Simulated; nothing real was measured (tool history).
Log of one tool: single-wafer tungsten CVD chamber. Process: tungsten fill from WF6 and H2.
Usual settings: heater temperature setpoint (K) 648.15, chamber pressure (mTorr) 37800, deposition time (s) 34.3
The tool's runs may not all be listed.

run	hour	heater temperature setpoint (K)	chamber pressure (mTorr)	deposition time (s)	wafers since the last listed run	hours since the last thermocouple change	hours since the last manometer calibration	hours since the showerhead was replaced	hours since the gauge calibration	read-back reference wafer on the same gauge, thickness_nm	mean film thickness on the monitor wafer (Å)
1	0	648.15	37800	37.2	0	1565.5	1152.4	7672.1	77.9	57.414	698.37
2	6.2	648.15	37800	37.2	118	1571.7	1158.6	7678.3	84.1	57.411	697.56
3	21.4	648.15	37800	37.2	291	1586.9	1173.8	7693.5	99.3	57.4	698.65
4	30.2	648.15	37800	34.3	168	1595.7	1182.6	7702.3	108.1	57.427	643.72
5	45.3	648.15	37800	34.3	289	1610.8	1197.7	7717.4	123.2	57.391	645.13
6	59.2	648.15	37800	34.3	266	1624.7	1211.6	7731.3	137.1	57.372	640.85
7	75.2	648.15	37800	34.3	307	1640.7	1227.6	7747.3	153.1	57.376	644.64
8	84	648.15	37800	34.3	168	1649.5	1236.4	7756.1	161.9	57.415	643.98
9	99.1	648.15	37800	34.3	289	1664.6	1251.5	7771.2	177	57.488	642.95
# hour 110.8: showerhead replaced
10	113	637.15	37800	34.3	113	1678.5	1265.4	2.2	190.9	57.425	522
11	130.1	637.15	37800	34.3	328	1695.6	1282.5	19.3	208	57.415	523.59
# hour 143.7: thermocouple changed; heater temperature recalibrated
# hour 145.6: capacitance manometer re-zeroed and calibrated
12	146.1	637.15	37800	34.3	116	2.4	0.5	35.3	224	57.464	560.14
13	152.4	648.15	37800	38.5	120	8.7	6.8	41.6	230.3	57.421	771.83
14	166.1	648.15	43900	34.3	262	22.4	20.5	55.3	244	57.443	753.17
# hour 167.3: gauge calibrated
15	172.8	641.15	37800	31.6	128	29.1	27.2	62	5.5	57.386	552.96
16	187.9	648.15	37800	34.3	289	44.2	42.3	77.1	20.6	57.389	683.61
17	203	648.15	37800	34.3	289	59.3	57.4	92.2	35.7	57.432	679.85
18	210.2	653.15	37800	38.7	138	66.5	64.6	99.4	42.9	57.416	841.79
19	224.7	648.15	37800	34.3	278	81	79.1	113.9	57.4	57.388	680.26
20	241	655.15	37800	37.6	312	97.3	95.4	130.2	73.7	57.384	845.01
21	256.7	644.15	29800	41	301	113	111.1	145.9	89.4	57.409	635
22	271.5	638.15	33300	39.2	283	127.8	125.9	160.7	104.2	57.452	586.79
23	285.1	641.15	30600	30.4	260	141.4	139.5	174.3	117.8	57.399	451.43
24	301.8	659.15	37800	34.3	320	158.1	156.2	191	134.5	57.339	823.21
25	316.3	648.15	37800	40.3	278	172.6	170.7	205.5	149	57.395	790.89
26	323.3	648.15	37800	38.5	134	179.6	177.7	212.5	156	57.462	757.72
27	331.3	648.15	40300	34.3	153	187.6	185.7	220.5	164	57.409	698.87

Measured less the same run without the tool's hidden state. The same run-to-run variation is in both; the gauge's scatter may not be:
The hidden state here: wafer temperature above the value expected at the setpoint (K); true pressure above the setpoint (%); gauge reads high (%).
run	mean film thickness on the monitor wafer (Å)
1	-49.37
2	-49.24
3	-49.16
4	-45.19
5	-45.13
6	-44.68
7	-44.77
8	-44.63
9	-44.38
10	-38.57
11	-38.52
12	-1.18
13	-2.19
14	-3.63
15	-3.29
16	-5.27
17	-6.59
18	-8.77
19	-8.47
20	-11.69
21	-10.44
22	-11.14
23	-9.17
24	-16.65
25	-18.17
26	-17.97
27	-17.22
